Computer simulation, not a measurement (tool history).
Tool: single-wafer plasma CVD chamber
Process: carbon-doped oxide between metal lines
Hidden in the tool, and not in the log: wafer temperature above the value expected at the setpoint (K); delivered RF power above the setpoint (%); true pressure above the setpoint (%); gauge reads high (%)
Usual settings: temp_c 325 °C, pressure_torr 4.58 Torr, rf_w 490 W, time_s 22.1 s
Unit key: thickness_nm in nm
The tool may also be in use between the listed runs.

run	hour	temp_c	pressure_torr	rf_w	time_s	wafers since the last listed run	hours since the last thermocouple change	hours since the last RF generator calibration	hours since the last manometer calibration	hours since the showerhead was replaced	hours since the gauge calibration	read-back reference wafer on the same gauge, thickness_nm	thickness_nm
1	0	325	4.58	490	22.1	0	1716.3	0.5	2573.2	7603.3	480.8	116.915	123.85
# hour 19.1: capacitance manometer re-zeroed and calibrated
2	47.1	325	4.58	490	22.1	513	1763.4	47.6	28	7650.4	527.9	116.99	123.815
# hour 62.3: showerhead replaced
3	62.8	325	5.34	490	22.1	101	1779.1	63.3	43.7	0.5	543.6	116.985	125.269
4	108	325	5.34	490	22.1	593	1824.3	108.5	88.9	45.7	588.8	117.002	125.8
5	122.6	325	5.34	490	22.1	191	1838.9	123.1	103.5	60.3	603.4	117.007	124.663
6	140.2	325	5.35	490	22.1	230	1856.5	140.7	121.1	77.9	621	116.977	125.224
7	147.8	325	5.35	490	22.1	99	1864.1	148.3	128.7	85.5	628.6	117.02	125.059
8	155.1	320	5.37	490	22.1	95	1871.4	155.6	136	92.8	635.9	116.942	127.239
# hour 163.7: thermocouple changed; heater temperature recalibrated
9	165.5	337	4.58	430	22.1	31	1.8	166	146.4	103.2	646.3	116.985	105.394
10	175.9	325	4.58	490	22.1	136	12.2	176.4	156.8	113.6	656.7	116.949	122.541
11	183.9	329	4.58	420	20.7	104	20.2	184.4	164.8	121.6	664.7	116.956	99.527
12	193.2	325	4.58	395	19.9	122	29.5	193.7	174.1	130.9	674	116.991	91.337
13	211.1	325	4.58	490	22.1	234	47.4	211.6	192	148.8	691.9	116.989	122.069
14	226.6	334	4.58	490	22.1	203	62.9	227.1	207.5	164.3	707.4	116.953	118.626
# hour 229.2: gauge calibrated
15	241.5	329	4.58	420	22.1	195	77.8	242	222.4	179.2	12.3	117.039	105.435
16	254.2	325	4.58	490	22.1	166	90.5	254.7	235.1	191.9	25	116.955	122.086
17	260.6	338	4.58	415	24.2	83	96.9	261.1	241.5	198.3	31.4	117.04	111.395
18	277.3	325	4.58	490	22.1	219	113.6	277.8	258.2	215	48.1	117.032	122.415
19	284.7	325	4.58	490	22.1	97	121	285.2	265.6	222.4	55.5	116.918	121.59
20	294.9	320	5.37	490	22.1	133	131.2	295.4	275.8	232.6	65.7	117.006	125.725
21	302.8	321	4.58	490	22.1	103	139.1	303.3	283.7	240.5	73.6	117.031	122.656
22	319.2	325	3.67	490	22.1	215	155.5	319.7	300.1	256.9	90	117.012	118.738
23	328	320	5.08	450	22.1	115	164.3	328.5	308.9	265.7	98.8	116.915	116.623
24	341.2	325	4.58	395	24.6	173	177.5	341.7	322.1	278.9	112	116.957	111.859
25	351	325	4.58	490	22.1	128	187.3	351.5	331.9	288.7	121.8	117	120.752
26	360.4	325	4.58	425	22.1	123	196.7	360.9	341.3	298.1	131.2	116.998	107.315
27	366.6	318	5.26	415	22.1	81	202.9	367.1	347.5	304.3	137.4	116.994	109.621
28	373.2	325	4.58	490	22.1	86	209.5	373.7	354.1	310.9	144	116.987	121.153
29	390	334	3.44	490	22.1	220	226.3	390.5	370.9	327.7	160.8	116.962	114.14

Consider 4 possible next runs. They are alternatives, not a sequence: every one starts from the tool as it was left by run 29. What does each give?
A	390.4	320	4.58	490	22.1	5	226.7	390.9	371.3	328.1	161.2	?	?
B	390.4	318	3.45	490	24.7	5	226.7	390.9	371.3	328.1	161.2	?	?
C	390.4	312	5.4	490	22.1	5	226.7	390.9	371.3	328.1	161.2	?	?
D	390.4	321	4.58	460	22.1	5	226.7	390.9	371.3	328.1	161.2	?	?

run	read-back reference wafer on the same gauge, thickness_nm	thickness_nm
A	116.973	122.836
B	116.973	134.09
C	116.973	128.891
D	116.973	116.241
The same runs, with their run-to-run variation unchanged, on a tool lacking any hidden condition would have given:
run	thickness_nm
A	126.094
B	137.647
C	132.31
D	119.809

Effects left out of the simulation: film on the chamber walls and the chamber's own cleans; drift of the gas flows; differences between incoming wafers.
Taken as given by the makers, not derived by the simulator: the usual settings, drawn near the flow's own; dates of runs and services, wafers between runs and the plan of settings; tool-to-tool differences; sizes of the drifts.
